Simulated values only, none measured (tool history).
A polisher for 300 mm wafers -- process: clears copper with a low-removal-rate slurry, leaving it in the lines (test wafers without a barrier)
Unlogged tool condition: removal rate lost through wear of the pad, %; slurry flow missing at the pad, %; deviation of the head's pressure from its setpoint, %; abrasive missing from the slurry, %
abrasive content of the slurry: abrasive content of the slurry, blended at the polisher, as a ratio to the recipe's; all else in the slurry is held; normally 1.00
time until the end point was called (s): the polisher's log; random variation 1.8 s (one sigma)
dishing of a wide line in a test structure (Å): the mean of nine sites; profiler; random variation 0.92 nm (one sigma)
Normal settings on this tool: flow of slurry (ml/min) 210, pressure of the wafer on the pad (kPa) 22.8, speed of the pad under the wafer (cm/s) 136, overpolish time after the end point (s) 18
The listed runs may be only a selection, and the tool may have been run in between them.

| run | hour | flow of slurry (ml/min) | pressure of the wafer on the pad (kPa) | speed of the pad under the wafer (cm/s) | abrasive content of the slurry | overpolish time after the end point (s) | wafers since the last listed run | wafers polished on this pad | hours since the slurry nozzle was cleaned | hours since the head pressure was calibrated | hours since the slurry blender was calibrated | incoming thickness of the incoming film, nm | time until the end point was called (s) | dishing of a wide line in a test structure (Å) |
|---|---|---|---|---|---|---|---|---|---|---|---|---|---|---|
| 1 | 0.0 | 210 | 22.8 | 136 | 0.85 | 18 | 0 | 610 | 47.4 | 431.9 | 68.0 | 473.0 | 122.9 | 392 |
| 2 | 9.3 | 210 | 22.8 | 136 | 1.00 | 18 | 74 | 685 | 56.7 | 441.2 | 77.3 | 465.4 | 118.0 | 402 |
|  | 21.7 | head pressure recalibrated |
| 3 | 24.4 | 210 | 22.8 | 136 | 1.00 | 18 | 105 | 790 | 71.8 | 2.7 | 92.4 | 474.6 | 120.0 | 407 |
| 4 | 40.4 | 210 | 22.8 | 136 | 1.00 | 18 | 128 | 918 | 87.8 | 18.7 | 108.4 | 468.2 | 122.0 | 397 |
|  | 52.7 | slurry blender recalibrated |
| 5 | 53.2 | 210 | 22.8 | 136 | 1.00 | 18 | 86 | 1005 | 100.6 | 31.5 | 0.5 | 460.6 | 120.2 | 395 |
| 6 | 59.0 | 210 | 22.8 | 136 | 1.00 | 18 | 46 | 1051 | 106.4 | 37.3 | 6.3 | 461.7 | 123.4 | 390 |
| 7 | 69.9 | 270 | 22.8 | 136 | 1.00 | 18 | 87 | 1139 | 117.3 | 48.2 | 17.2 | 470.5 | 116.3 | 395 |
|  | 79.2 | worn pad replaced by a new one |
| 8 | 83.6 | 270 | 22.8 | 136 | 1.00 | 18 | 77 | 35 | 131.0 | 61.9 | 30.9 | 464.6 | 116.5 | 405 |
| 9 | 93.6 | 170 | 29.0 | 116 | 0.85 | 18 | 80 | 115 | 141.0 | 71.9 | 40.9 | 469.9 | 131.8 | 380 |
| 10 | 110.4 | 170 | 17.2 | 94 | 1.00 | 12 | 134 | 250 | 157.8 | 88.7 | 57.7 | 467.7 | 224.3 | 168 |
| 11 | 124.3 | 210 | 22.8 | 136 | 1.00 | 18 | 111 | 362 | 171.7 | 102.6 | 71.6 | 460.3 | 124.3 | 383 |
| 12 | 130.7 | 160 | 22.8 | 174 | 0.70 | 21 | 51 | 413 | 178.1 | 109.0 | 78.0 | 466.6 | 107.1 | 473 |
| 13 | 137.4 | 170 | 29.0 | 116 | 0.85 | 18 | 53 | 467 | 184.8 | 115.7 | 84.7 | 470.6 | 134.3 | 359 |
| 14 | 144.9 | 180 | 15.2 | 136 | 1.00 | 18 | 60 | 527 | 192.3 | 123.2 | 92.2 | 472.6 | 165.1 | 300 |
| 15 | 162.8 | 140 | 22.8 | 136 | 1.00 | 27 | 143 | 671 | 210.2 | 141.1 | 110.1 | 458.4 | 138.9 | 482 |
| 16 | 174.8 | 180 | 22.8 | 136 | 1.30 | 18 | 96 | 767 | 222.2 | 153.1 | 122.1 | 469.0 | 121.5 | 384 |
|  | 182.8 | slurry blender recalibrated |
| 17 | 191.9 | 140 | 22.8 | 92 | 1.00 | 25 | 121 | 888 | 239.3 | 170.2 | 9.1 | 470.6 | 207.6 | 344 |
|  | 201.4 | slurry nozzle cleaned |
| 18 | 201.7 | 210 | 15.2 | 104 | 0.85 | 25 | 70 | 959 | 0.3 | 180.0 | 18.9 | 462.8 | 198.5 | 334 |
| 19 | 213.7 | 210 | 30.3 | 100 | 1.00 | 18 | 96 | 1055 | 12.3 | 192.0 | 30.9 | 454.6 | 125.3 | 367 |
|  | 218.8 | worn pad replaced by a new one |
| 20 | 224.2 | 210 | 22.8 | 136 | 1.00 | 18 | 52 | 43 | 22.8 | 202.5 | 41.4 | 461.0 | 118.7 | 399 |
| 21 | 232.5 | 210 | 22.8 | 136 | 1.00 | 18 | 66 | 109 | 31.1 | 210.8 | 49.7 | 468.3 | 119.9 | 409 |
| 22 | 249.8 | 210 | 22.8 | 136 | 1.00 | 18 | 138 | 248 | 48.4 | 228.1 | 67.0 | 460.5 | 117.4 | 417 |
| 23 | 261.7 | 210 | 25.5 | 118 | 1.10 | 18 | 95 | 344 | 60.3 | 240.0 | 78.9 | 466.9 | 124.6 | 402 |
| 24 | 268.4 | 210 | 29.6 | 182 | 0.85 | 12 | 53 | 398 | 67.0 | 246.7 | 85.6 | 461.8 | 74.3 | 423 |
| 25 | 278.2 | 280 | 22.8 | 136 | 0.75 | 18 | 78 | 476 | 76.8 | 256.5 | 95.4 | 470.6 | 123.5 | 399 |
| 26 | 295.2 | 210 | 15.9 | 136 | 1.00 | 24 | 136 | 613 | 93.8 | 273.5 | 112.4 | 462.8 | 154.5 | 404 |
|  | 303.0 | slurry blender recalibrated |
| 27 | 307.5 | 210 | 18.6 | 136 | 1.00 | 18 | 82 | 696 | 106.1 | 285.8 | 4.5 | 463.0 | 145.2 | 344 |
| 28 | 316.0 | 140 | 22.8 | 98 | 1.00 | 23 | 68 | 764 | 114.6 | 294.3 | 13.0 | 466.5 | 185.4 | 326 |

Run by run, hidden condition taken away, random variation retained:
| run | time until the end point was called (s) | dishing of a wide line in a test structure (Å) |
|---|---|---|
| 1 | 118.9 | 402 |
| 2 | 113.5 | 413 |
| 3 | 114.6 | 421 |
| 4 | 115.6 | 413 |
| 5 | 113.3 | 412 |
| 6 | 116.0 | 408 |
| 7 | 110.4 | 410 |
| 8 | 110.3 | 421 |
| 9 | 120.6 | 406 |
| 10 | 204.2 | 183 |
| 11 | 114.8 | 406 |
| 12 | 96.5 | 506 |
| 13 | 121.5 | 388 |
| 14 | 149.9 | 324 |
| 15 | 122.6 | 523 |
| 16 | 109.8 | 413 |
| 17 | 182.3 | 380 |
| 18 | 196.9 | 337 |
| 19 | 123.1 | 372 |
| 20 | 115.7 | 406 |
| 21 | 116.1 | 418 |
| 22 | 112.4 | 430 |
| 23 | 118.4 | 418 |
| 24 | 70.3 | 441 |
| 25 | 117.9 | 413 |
| 26 | 144.1 | 425 |
| 27 | 134.6 | 364 |
| 28 | 165.2 | 357 |
